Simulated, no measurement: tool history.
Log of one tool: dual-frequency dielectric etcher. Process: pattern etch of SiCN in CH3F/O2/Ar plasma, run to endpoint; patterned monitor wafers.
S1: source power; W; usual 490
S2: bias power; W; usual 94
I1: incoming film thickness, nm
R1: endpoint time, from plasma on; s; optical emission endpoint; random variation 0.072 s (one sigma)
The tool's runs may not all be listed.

{"run": 1, "hour": 0.0, "S1": 410, "S2": 94, "I1": 7.64, "R1": 17.9}
{"run": 2, "hour": 14.4, "S1": 410, "S2": 94, "I1": 7.77, "R1": 18.1}
{"run": 3, "hour": 22.1, "S1": 410, "S2": 94, "I1": 7.71, "R1": 18}
{"run": 4, "hour": 37.7, "S1": 490, "S2": 94, "I1": 7.64, "R1": 16.9}
{"run": 5, "hour": 68.4, "S1": 490, "S2": 94, "I1": 7.63, "R1": 16.9}
{"run": 6, "hour": 76.8, "S1": 490, "S2": 94, "I1": 7.71, "R1": 17.1}
{"run": 7, "hour": 84.7, "S1": 490, "S2": 94, "I1": 7.68, "R1": 16.9}
{"run": 8, "hour": 102.2, "S1": 490, "S2": 94, "I1": 7.7, "R1": 17}
{"hour": 127.8, "done": "bias power generator calibrated"}
{"run": 9, "hour": 146.0, "S1": 490, "S2": 94, "I1": 7.74, "R1": 16.9}
{"run": 10, "hour": 154.3, "S1": 440, "S2": 82, "I1": 7.68, "R1": 18.2}
{"hour": 183.9, "done": "source power generator calibrated"}
{"hour": 189.0, "done": "wet clean of the chamber"}
{"hour": 200.2, "done": "upper electrode replaced"}
{"run": 11, "hour": 200.7, "S1": 490, "S2": 112, "I1": 7.7, "R1": 16.5}
{"run": 12, "hour": 201.1, "S1": 490, "S2": 94, "I1": 7.78, "R1": 17.7}
{"run": 13, "hour": 201.4, "S1": 570, "S2": 107, "I1": 7.75, "R1": 16.1}
{"run": 14, "hour": 205.9, "S1": 410, "S2": 87, "I1": 7.72, "R1": 18.9}
{"run": 15, "hour": 221.2, "S1": 540, "S2": 71, "I1": 7.67, "R1": 18.2}
{"run": 16, "hour": 227.4, "S1": 490, "S2": 94, "I1": 7.72, "R1": 17.5}
{"run": 17, "hour": 237.9, "S1": 520, "S2": 76, "I1": 7.71, "R1": 18.2}
{"run": 18, "hour": 244.1, "S1": 490, "S2": 94, "I1": 7.73, "R1": 17.6}
{"run": 19, "hour": 255.7, "S1": 490, "S2": 74, "I1": 7.66, "R1": 18.5}

Forecast each of these 5 alternatives for the next run:
{"run": "A", "hour": 256.1, "S1": 490, "S2": 94, "I1": 7.64, "R1": "?"}
{"run": "B", "hour": 256.1, "S1": 560, "S2": 94, "I1": 7.64, "R1": "?"}
{"run": "C", "hour": 256.1, "S1": 490, "S2": 113, "I1": 7.64, "R1": "?"}
{"run": "D", "hour": 256.1, "S1": 490, "S2": 109, "I1": 7.64, "R1": "?"}
{"run": "E", "hour": 256.1, "S1": 550, "S2": 116, "I1": 7.64, "R1": "?"}

run=A R1=17.3
run=B R1=16.6
run=C R1=16.3
run=D R1=16.5
run=E R1=15.6
Without the tool's hidden state the same runs would have given:
run=A R1=17.4
run=B R1=16.7
run=C R1=16.4
run=D R1=16.6
run=E R1=15.7
